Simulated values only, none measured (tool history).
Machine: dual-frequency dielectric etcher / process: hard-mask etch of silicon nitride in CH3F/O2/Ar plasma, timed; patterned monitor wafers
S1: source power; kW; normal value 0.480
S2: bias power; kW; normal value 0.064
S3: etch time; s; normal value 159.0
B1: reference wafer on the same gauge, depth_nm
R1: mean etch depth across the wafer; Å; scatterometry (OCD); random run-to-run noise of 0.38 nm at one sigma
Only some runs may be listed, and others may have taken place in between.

run 1 hour=0.0 | S1=0.480 S2=0.064 S3=159.0 | B1=88.8 | R1=1084
run 2 hour=60.5 | S1=0.480 S2=0.064 S3=159.0 | B1=88.8 | R1=1084
run 3 hour=159.8 | S1=0.480 S2=0.064 S3=181.5 | B1=88.7 | R1=1239
run 4 hour=201.7 | S1=0.480 S2=0.064 S3=181.5 | B1=88.7 | R1=1238
run 5 hour=259.1 | S1=0.480 S2=0.069 S3=159.0 | B1=88.6 | R1=1121
-- hour=348.1 upper electrode replaced
run 6 hour=348.6 | S1=0.480 S2=0.069 S3=159.0 | B1=88.5 | R1=1122
run 7 hour=406.0 | S1=0.570 S2=0.071 S3=159.0 | B1=88.5 | R1=1199
run 8 hour=443.6 | S1=0.480 S2=0.064 S3=159.0 | B1=88.4 | R1=1076
-- hour=532.0 wet clean of the chamber
run 9 hour=548.3 | S1=0.480 S2=0.064 S3=159.0 | B1=88.4 | R1=1085
-- hour=580.1 gauge calibrated
run 10 hour=591.5 | S1=0.400 S2=0.072 S3=196.0 | B1=90.2 | R1=1356
run 11 hour=692.6 | S1=0.560 S2=0.049 S3=181.5 | B1=90.2 | R1=1166
-- hour=759.3 bias power generator calibrated
run 12 hour=764.8 | S1=0.480 S2=0.057 S3=183.5 | B1=90.2 | R1=1198
run 13 hour=820.0 | S1=0.480 S2=0.064 S3=159.0 | B1=90.1 | R1=1104
run 14 hour=893.0 | S1=0.480 S2=0.064 S3=159.0 | B1=90.2 | R1=1107
run 15 hour=931.6 | S1=0.480 S2=0.064 S3=159.0 | B1=90.1 | R1=1098
run 16 hour=1028.3 | S1=0.560 S2=0.051 S3=159.0 | B1=90.2 | R1=1041
run 17 hour=1133.2 | S1=0.480 S2=0.064 S3=159.0 | B1=90.1 | R1=1102
run 18 hour=1214.1 | S1=0.530 S2=0.064 S3=122.5 | B1=90.2 | R1=879
-- hour=1285.0 wet clean of the chamber
run 19 hour=1288.8 | S1=0.480 S2=0.048 S3=191.0 | B1=90.1 | R1=1154
run 20 hour=1380.0 | S1=0.480 S2=0.052 S3=159.0 | B1=90.0 | R1=996
-- hour=1419.0 source power generator calibrated
run 21 hour=1477.9 | S1=0.380 S2=0.064 S3=134.0 | B1=90.0 | R1=862
run 22 hour=1550.3 | S1=0.450 S2=0.055 S3=174.5 | B1=90.1 | R1=1094
run 23 hour=1616.5 | S1=0.480 S2=0.064 S3=159.0 | B1=90.1 | R1=1104
run 24 hour=1723.5 | S1=0.480 S2=0.064 S3=159.0 | B1=89.9 | R1=1107
run 25 hour=1815.2 | S1=0.480 S2=0.064 S3=159.0 | B1=90.0 | R1=1105
run 26 hour=1860.5 | S1=0.360 S2=0.064 S3=159.0 | B1=89.9 | R1=1006
run 27 hour=1926.7 | S1=0.450 S2=0.057 S3=159.0 | B1=89.9 | R1=1016
run 28 hour=1973.0 | S1=0.480 S2=0.076 S3=159.0 | B1=89.9 | R1=1192
-- hour=1999.9 wet clean of the chamber
run 29 hour=2078.2 | S1=0.480 S2=0.064 S3=159.0 | B1=89.9 | R1=1093
run 30 hour=2132.2 | S1=0.480 S2=0.064 S3=159.0 | B1=89.9 | R1=1097
run 31 hour=2177.1 | S1=0.480 S2=0.079 S3=171.0 | B1=89.8 | R1=1305

Below are 3 alternative next runs, each starting from the tool's condition after run 31. Predict each:
run A hour=2177.6 | S1=0.480 S2=0.064 S3=159.0 | B1=? | R1=?
run B hour=2177.6 | S1=0.510 S2=0.064 S3=203.5 | B1=? | R1=?
run C hour=2177.6 | S1=0.410 S2=0.064 S3=122.5 | B1=? | R1=?

run=A B1=89.9 R1=1100
run=B B1=89.9 R1=1436
run=C B1=89.9 R1=805
Without the tool's hidden state the same runs would have given:
run=A R1=1102
run=B R1=1439
run=C R1=807
